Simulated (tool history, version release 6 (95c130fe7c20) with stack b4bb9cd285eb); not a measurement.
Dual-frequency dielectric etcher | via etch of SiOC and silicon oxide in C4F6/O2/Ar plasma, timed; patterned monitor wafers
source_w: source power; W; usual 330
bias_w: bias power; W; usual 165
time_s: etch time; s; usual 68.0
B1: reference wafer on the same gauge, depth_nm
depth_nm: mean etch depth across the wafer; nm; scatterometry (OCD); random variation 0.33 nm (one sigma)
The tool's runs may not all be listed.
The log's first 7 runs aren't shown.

{"run": 8, "day": 8.942, "source_w": 330, "bias_w": 165, "time_s": 68.0, "B1": 67.7, "depth_nm": 75.3}
{"run": 9, "day": 10.183, "source_w": 330, "bias_w": 165, "time_s": 68.0, "B1": 67.6, "depth_nm": 75.7}
{"day": 10.842, "done": "gauge calibrated"}
{"day": 11.338, "done": "source power generator calibrated"}
{"run": 10, "day": 11.671, "source_w": 330, "bias_w": 165, "time_s": 68.0, "B1": 67.6, "depth_nm": 75.7}
{"day": 12.658, "done": "bias power generator calibrated"}
{"run": 11, "day": 13.138, "source_w": 330, "bias_w": 165, "time_s": 68.0, "B1": 67.7, "depth_nm": 76.3}
{"run": 12, "day": 14.025, "source_w": 330, "bias_w": 165, "time_s": 68.0, "B1": 67.5, "depth_nm": 76.7}
{"run": 13, "day": 14.571, "source_w": 330, "bias_w": 204, "time_s": 68.0, "B1": 67.6, "depth_nm": 81.0}
{"run": 14, "day": 16.042, "source_w": 330, "bias_w": 136, "time_s": 68.0, "B1": 67.6, "depth_nm": 72.2}
{"run": 15, "day": 16.654, "source_w": 330, "bias_w": 201, "time_s": 79.5, "B1": 67.6, "depth_nm": 94.9}
{"run": 16, "day": 17.521, "source_w": 330, "bias_w": 165, "time_s": 68.0, "B1": 67.6, "depth_nm": 76.3}
{"run": 17, "day": 18.579, "source_w": 360, "bias_w": 165, "time_s": 60.5, "B1": 67.6, "depth_nm": 70.9}
{"run": 18, "day": 19.529, "source_w": 330, "bias_w": 165, "time_s": 68.0, "B1": 67.6, "depth_nm": 77.0}
{"run": 19, "day": 20.65, "source_w": 330, "bias_w": 200, "time_s": 58.5, "B1": 67.7, "depth_nm": 70.5}
{"day": 22.4, "done": "upper electrode replaced"}
{"run": 20, "day": 22.421, "source_w": 330, "bias_w": 165, "time_s": 68.0, "B1": 67.5, "depth_nm": 77.8}
{"run": 21, "day": 22.433, "source_w": 280, "bias_w": 142, "time_s": 62.5, "B1": 67.7, "depth_nm": 62.5}
{"run": 22, "day": 22.921, "source_w": 330, "bias_w": 194, "time_s": 50.0, "B1": 67.6, "depth_nm": 60.1}
{"run": 23, "day": 23.621, "source_w": 330, "bias_w": 165, "time_s": 58.5, "B1": 67.7, "depth_nm": 66.6}
{"run": 24, "day": 24.717, "source_w": 290, "bias_w": 126, "time_s": 56.0, "B1": 67.6, "depth_nm": 56.1}
{"run": 25, "day": 25.75, "source_w": 400, "bias_w": 185, "time_s": 68.0, "B1": 67.7, "depth_nm": 88.5}
{"run": 26, "day": 26.362, "source_w": 330, "bias_w": 165, "time_s": 68.0, "B1": 67.6, "depth_nm": 78.4}
{"day": 28.25, "done": "wet clean of the chamber"}
{"run": 27, "day": 28.271, "source_w": 360, "bias_w": 133, "time_s": 82.0, "B1": 67.6, "depth_nm": 88.7}
{"run": 28, "day": 28.704, "source_w": 330, "bias_w": 165, "time_s": 68.0, "B1": 67.6, "depth_nm": 75.1}
{"run": 29, "day": 29.954, "source_w": 330, "bias_w": 165, "time_s": 68.0, "B1": 67.6, "depth_nm": 75.4}
{"run": 30, "day": 30.908, "source_w": 330, "bias_w": 165, "time_s": 68.0, "B1": 67.5, "depth_nm": 75.0}

Forecast each of these 4 alternatives for the next run:
{"run": "A", "day": 30.925, "source_w": 280, "bias_w": 165, "time_s": 68.0, "B1": "?", "depth_nm": "?"}
{"run": "B", "day": 30.925, "source_w": 360, "bias_w": 165, "time_s": 68.0, "B1": "?", "depth_nm": "?"}
{"run": "C", "day": 30.925, "source_w": 270, "bias_w": 145, "time_s": 53.5, "B1": "?", "depth_nm": "?"}
{"run": "D", "day": 30.925, "source_w": 290, "bias_w": 135, "time_s": 68.0, "B1": "?", "depth_nm": "?"}

run=A B1=67.7 depth_nm=69.9
run=B B1=67.7 depth_nm=79.0
run=C B1=67.7 depth_nm=52.0
run=D B1=67.7 depth_nm=67.2
Without the tool's hidden state the same runs would have given:
run=A depth_nm=69.5
run=B depth_nm=78.5
run=C depth_nm=51.7
run=D depth_nm=66.8

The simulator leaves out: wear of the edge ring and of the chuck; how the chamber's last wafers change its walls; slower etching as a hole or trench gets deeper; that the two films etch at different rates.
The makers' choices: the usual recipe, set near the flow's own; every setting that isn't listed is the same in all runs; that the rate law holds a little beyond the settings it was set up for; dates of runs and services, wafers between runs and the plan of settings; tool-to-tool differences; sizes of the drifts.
